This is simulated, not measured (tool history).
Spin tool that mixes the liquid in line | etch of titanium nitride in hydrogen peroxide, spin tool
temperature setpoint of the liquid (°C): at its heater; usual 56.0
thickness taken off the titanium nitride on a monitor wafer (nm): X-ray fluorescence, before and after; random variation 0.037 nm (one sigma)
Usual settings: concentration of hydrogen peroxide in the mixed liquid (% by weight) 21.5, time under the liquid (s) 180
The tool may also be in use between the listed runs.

| run | day | temperature setpoint of the liquid (°C) | concentration of hydrogen peroxide in the mixed liquid (% by weight) | time under the liquid (s) | wafers since the last listed run | hours since the thermometer was replaced | hours since the peroxide flow meter was replaced | hours since the heated supply line was repaired | hours since the drum of peroxide was connected | hours since the gauge calibration | read-back film thickness of the titanium nitride reference wafer, read on the same gauge (nm) | thickness taken off the titanium nitride on a monitor wafer (nm) |
|---|---|---|---|---|---|---|---|---|---|---|---|---|
| 1 | 0.000 | 50.5 | 21.5 | 180 | 0 | 202.7 | 145.7 | 2772.5 | 1196.9 | 1079.2 | 30.04 | 5.28 |
| 2 | 1.312 | 56.0 | 21.5 | 180 | 254 | 234.2 | 177.2 | 2804.0 | 1228.4 | 1110.7 | 30.00 | 7.81 |
| 3 | 2.633 | 59.0 | 25.0 | 180 | 256 | 265.9 | 208.9 | 2835.7 | 1260.1 | 1142.4 | 29.99 | 9.90 |
| 4 | 3.254 | 56.0 | 21.5 | 155 | 120 | 280.8 | 223.8 | 2850.6 | 1275.0 | 1157.3 | 30.04 | 6.70 |
| 5 | 4.529 | 59.0 | 25.0 | 180 | 247 | 311.4 | 254.4 | 2881.2 | 1305.6 | 1187.9 | 30.05 | 9.87 |
| 6 | 5.404 | 56.0 | 21.5 | 180 | 169 | 332.4 | 275.4 | 2902.2 | 1326.6 | 1208.9 | 29.98 | 7.81 |
| 7 | 6.750 | 56.0 | 21.5 | 105 | 261 | 364.7 | 307.7 | 2934.5 | 1358.9 | 1241.2 | 29.96 | 4.56 |
| 8 | 7.317 | 56.0 | 25.5 | 280 | 109 | 378.3 | 321.3 | 2948.1 | 1372.5 | 1254.8 | 30.02 | 12.54 |
| 9 | 8.458 | 60.5 | 21.5 | 180 | 221 | 405.7 | 348.7 | 2975.5 | 1399.9 | 1282.2 | 30.01 | 10.50 |
|  | 9.225 | new drum of peroxide connected |
| 10 | 9.304 | 56.0 | 17.0 | 285 | 156 | 426.0 | 369.0 | 2995.8 | 1.9 | 1302.5 | 29.96 | 11.72 |
| 11 | 10.738 | 56.0 | 21.5 | 180 | 278 | 460.4 | 403.4 | 3030.2 | 36.3 | 1336.9 | 29.99 | 7.69 |
| 12 | 11.338 | 51.0 | 15.0 | 75 | 116 | 474.8 | 417.8 | 3044.6 | 50.7 | 1351.3 | 29.98 | 2.11 |
| 13 | 11.992 | 56.0 | 24.5 | 110 | 126 | 490.5 | 433.5 | 3060.3 | 66.4 | 1367.0 | 29.99 | 4.86 |
|  | 12.604 | gauge calibrated |
| 14 | 12.754 | 56.0 | 21.5 | 155 | 147 | 508.8 | 451.8 | 3078.6 | 84.7 | 3.6 | 30.02 | 6.61 |
|  | 13.467 | heated supply line repaired |
| 15 | 13.838 | 52.5 | 21.5 | 230 | 202 | 534.8 | 477.8 | 8.9 | 110.7 | 29.6 | 29.98 | 7.72 |
| 16 | 15.333 | 56.0 | 21.5 | 240 | 290 | 570.7 | 513.7 | 44.8 | 146.6 | 65.5 | 29.98 | 10.32 |
| 17 | 16.438 | 56.0 | 21.5 | 180 | 214 | 597.2 | 540.2 | 71.3 | 173.1 | 92.0 | 30.03 | 7.77 |
| 18 | 17.125 | 56.0 | 21.5 | 135 | 133 | 613.7 | 556.7 | 87.8 | 189.6 | 108.5 | 30.05 | 5.80 |
| 19 | 18.096 | 56.0 | 21.5 | 290 | 188 | 637.0 | 580.0 | 111.1 | 212.9 | 131.8 | 30.00 | 12.42 |
| 20 | 18.808 | 62.5 | 15.5 | 235 | 138 | 654.1 | 597.1 | 128.2 | 230.0 | 148.9 | 30.02 | 14.53 |
| 21 | 19.650 | 56.0 | 21.5 | 180 | 163 | 674.3 | 617.3 | 148.4 | 250.2 | 169.1 | 30.02 | 7.68 |
| 22 | 20.788 | 46.5 | 21.5 | 120 | 220 | 701.6 | 644.6 | 175.7 | 277.5 | 196.4 | 29.97 | 2.58 |
| 23 | 21.746 | 56.0 | 21.5 | 180 | 185 | 724.6 | 667.6 | 198.7 | 300.5 | 219.4 | 29.97 | 7.69 |
| 24 | 22.938 | 63.5 | 21.5 | 265 | 231 | 753.2 | 696.2 | 227.3 | 329.1 | 248.0 | 30.01 | 18.59 |
| 25 | 23.600 | 63.5 | 15.5 | 90 | 128 | 769.1 | 712.1 | 243.2 | 345.0 | 263.9 | 29.97 | 5.95 |

Forecast each of these 4 alternatives for the next run:
| A | 23.621 | 58.5 | 21.5 | 180 | 4 | 769.6 | 712.6 | 243.7 | 345.5 | 264.4 | ? | ? |
| B | 23.621 | 52.5 | 24.5 | 180 | 4 | 769.6 | 712.6 | 243.7 | 345.5 | 264.4 | ? | ? |
| C | 23.621 | 62.5 | 19.5 | 120 | 4 | 769.6 | 712.6 | 243.7 | 345.5 | 264.4 | ? | ? |
| D | 23.621 | 64.5 | 21.5 | 150 | 4 | 769.6 | 712.6 | 243.7 | 345.5 | 264.4 | ? | ? |

| run | read-back film thickness of the titanium nitride reference wafer, read on the same gauge (nm) | thickness taken off the titanium nitride on a monitor wafer (nm) |
|---|---|---|
| A | 30.00 | 9.07 |
| B | 30.00 | 6.13 |
| C | 30.00 | 7.77 |
| D | 30.00 | 11.34 |
Without the tool's hidden state the same runs would have given:
| run | thickness taken off the titanium nitride on a monitor wafer (nm) |
|---|---|
| A | 9.46 |
| B | 6.40 |
| C | 8.10 |
| D | 11.81 |
